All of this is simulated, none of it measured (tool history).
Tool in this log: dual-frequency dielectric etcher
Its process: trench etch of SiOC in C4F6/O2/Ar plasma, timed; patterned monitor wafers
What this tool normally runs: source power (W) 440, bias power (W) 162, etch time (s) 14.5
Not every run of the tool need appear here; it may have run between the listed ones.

run	day	source power (W)	bias power (W)	etch time (s)	read-back reference wafer on the same gauge, depth_nm	mean etch depth across the wafer (Å)
1	0	440	162	14.5	26.83	292.1
2	3.25	440	162	14.5	26.83	295
3	6.533	510	162	14.5	26.81	306.2
4	10.904	370	162	14.5	26.83	281.5
5	14.488	370	162	14.5	26.8	281.9
# day 17.071: wet clean of the chamber
# day 18.167: upper electrode replaced
6	18.862	440	162	14.5	26.76	294.5
7	21.925	440	162	14.5	26.8	294

Forecast run 8:
8	25.071	340	127	14.5	?	?

{"run 8": {"read-back reference wafer on the same gauge, depth_nm": 26.8, "mean etch depth across the wafer (Å)": 252.7}}
With no hidden state in the tool, this same run would have given mean etch depth across the wafer (Å) 252.7.
